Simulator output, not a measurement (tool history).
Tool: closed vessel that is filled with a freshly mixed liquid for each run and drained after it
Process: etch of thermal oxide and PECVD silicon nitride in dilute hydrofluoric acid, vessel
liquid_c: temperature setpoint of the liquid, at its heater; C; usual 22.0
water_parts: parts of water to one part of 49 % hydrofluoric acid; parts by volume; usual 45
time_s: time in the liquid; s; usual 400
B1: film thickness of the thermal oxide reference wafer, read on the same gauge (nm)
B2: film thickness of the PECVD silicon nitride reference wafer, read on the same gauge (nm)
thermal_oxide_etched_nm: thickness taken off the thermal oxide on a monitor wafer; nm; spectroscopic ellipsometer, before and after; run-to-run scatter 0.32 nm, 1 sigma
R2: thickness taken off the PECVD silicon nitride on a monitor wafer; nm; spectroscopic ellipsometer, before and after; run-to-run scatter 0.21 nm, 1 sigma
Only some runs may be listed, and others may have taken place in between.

Run 1, day 0.000: usual settings but time_s 285 s; B1 70.01; B2 40.01. Result: thermal_oxide_etched_nm 28.38 nm, R2 21.36 nm.
Run 2, day 3.058: usual settings; B1 70.00; B2 40.00. Result: thermal_oxide_etched_nm 39.80 nm, R2 30.20 nm.
Run 3, day 5.967: usual settings; B1 70.01; B2 40.02. Result: thermal_oxide_etched_nm 39.81 nm, R2 29.69 nm.
Run 4, day 9.462: usual settings; B1 69.93; B2 39.99. Result: thermal_oxide_etched_nm 38.94 nm, R2 29.90 nm.
Run 5, day 13.954: usual settings; B1 69.98; B2 39.99. Result: thermal_oxide_etched_nm 39.80 nm, R2 30.04 nm.
Run 6, day 17.833: usual settings but liquid_c 26.0 C; B1 69.94; B2 40.00. Result: thermal_oxide_etched_nm 46.37 nm, R2 39.14 nm.
Run 7, day 22.092: usual settings but water_parts 35 parts by volume; B1 69.97; B2 40.00. Result: thermal_oxide_etched_nm 50.94 nm, R2 38.28 nm.
Run 8, day 24.021: usual settings but liquid_c 24.0 C, water_parts 30 parts by volume, time_s 535 s; B1 70.00; B2 40.00. Result: thermal_oxide_etched_nm 87.56 nm, R2 67.95 nm.
At day 26.771: thermometer replaced.
Run 9, day 26.983: usual settings but water_parts 60 parts by volume, time_s 465 s; B1 70.00; B2 40.02. Result: thermal_oxide_etched_nm 30.57 nm, R2 22.49 nm.
Run 10, day 30.179: usual settings; B1 69.94; B2 39.99. Result: thermal_oxide_etched_nm 35.89 nm, R2 25.89 nm.
At day 30.571: gauge calibrated.
Run 11, day 32.854: usual settings but time_s 610 s; B1 70.02; B2 40.01. Result: thermal_oxide_etched_nm 54.81 nm, R2 39.70 nm.
At day 33.683: hydrofluoric acid flow meter replaced.
Run 12, day 35.350: usual settings; B1 69.99; B2 40.00. Result: thermal_oxide_etched_nm 38.28 nm, R2 27.69 nm.
Run 13, day 39.350: usual settings but water_parts 30 parts by volume, time_s 495 s; B1 70.02; B2 40.03. Result: thermal_oxide_etched_nm 71.89 nm, R2 50.39 nm.
Run 14, day 41.258: usual settings but liquid_c 19.5 C, time_s 610 s; B1 70.01; B2 40.01. Result: thermal_oxide_etched_nm 52.66 nm, R2 35.13 nm.
Run 15, day 43.012: usual settings but liquid_c 25.5 C, water_parts 40 parts by volume; B1 69.98; B2 40.00. Result: thermal_oxide_etched_nm 49.20 nm, R2 39.22 nm.
Run 16, day 46.512: usual settings but liquid_c 20.0 C, water_parts 30 parts by volume; B1 69.96; B2 40.00. Result: thermal_oxide_etched_nm 53.89 nm, R2 35.38 nm.
Run 17, day 50.329: usual settings but liquid_c 26.5 C, water_parts 60 parts by volume, time_s 505 s; B1 70.00; B2 39.98. Result: thermal_oxide_etched_nm 41.84 nm, R2 35.39 nm.
Run 18, day 54.492: usual settings but water_parts 30 parts by volume; B1 69.96; B2 39.97. Result: thermal_oxide_etched_nm 56.95 nm, R2 40.79 nm.
Run 19, day 58.733: usual settings; B1 70.02; B2 40.01. Result: thermal_oxide_etched_nm 37.62 nm, R2 27.05 nm.
Run 20, day 61.962: usual settings but liquid_c 19.0 C, water_parts 60 parts by volume, time_s 550 s; B1 70.04; B2 39.99. Result: thermal_oxide_etched_nm 34.05 nm, R2 23.38 nm.
Run 21, day 65.108: usual settings but liquid_c 25.0 C; B1 70.00; B2 40.01. Result: thermal_oxide_etched_nm 42.06 nm, R2 33.65 nm.
Run 22, day 67.692: usual settings; B1 70.00; B2 40.00. Result: thermal_oxide_etched_nm 37.29 nm, R2 27.47 nm.
Run 23, day 71.933: usual settings but liquid_c 19.0 C, water_parts 25 parts by volume, time_s 280 s; B1 69.99; B2 39.97. Result: thermal_oxide_etched_nm 43.12 nm, R2 27.58 nm.
Run 24, day 73.775: usual settings but liquid_c 20.5 C, water_parts 25 parts by volume; B1 70.05; B2 40.01. Result: thermal_oxide_etched_nm 64.70 nm, R2 43.55 nm.
Run 25, day 76.142: usual settings; B1 69.93; B2 40.00. Result: thermal_oxide_etched_nm 37.52 nm, R2 27.50 nm.
At day 77.162: hydrofluoric acid flow meter replaced.
Run 26, day 78.729: usual settings but water_parts 40 parts by volume, time_s 310 s; B1 69.93; B2 39.96. Result: thermal_oxide_etched_nm 34.67 nm, R2 25.37 nm.

3 options for the next run, each taken on its own from the tool as it stands now. Forecast them:
Run A, day 78.762: usual settings; B1 ?; B2 ?. Result: thermal_oxide_etched_nm ?, R2 ?.
Run B, day 78.762: usual settings but time_s 565 s; B1 ?; B2 ?. Result: thermal_oxide_etched_nm ?, R2 ?.
Run C, day 78.762: usual settings but liquid_c 25.0 C, water_parts 30 parts by volume, time_s 315 s; B1 ?; B2 ?. Result: thermal_oxide_etched_nm ?, R2 ?.

run     B1     B2  thermal_oxide_etched_nm     R2
  A  69.99  40.01                    39.27  29.49
  B  69.99  40.01                    55.47  41.65
  C  69.99  40.01                    53.62  42.20
Had the tool no hidden state, the same runs would have come out as:
run  thermal_oxide_etched_nm     R2
  A                    37.78  27.58
  B                    53.36  38.96
  C                    51.59  39.51

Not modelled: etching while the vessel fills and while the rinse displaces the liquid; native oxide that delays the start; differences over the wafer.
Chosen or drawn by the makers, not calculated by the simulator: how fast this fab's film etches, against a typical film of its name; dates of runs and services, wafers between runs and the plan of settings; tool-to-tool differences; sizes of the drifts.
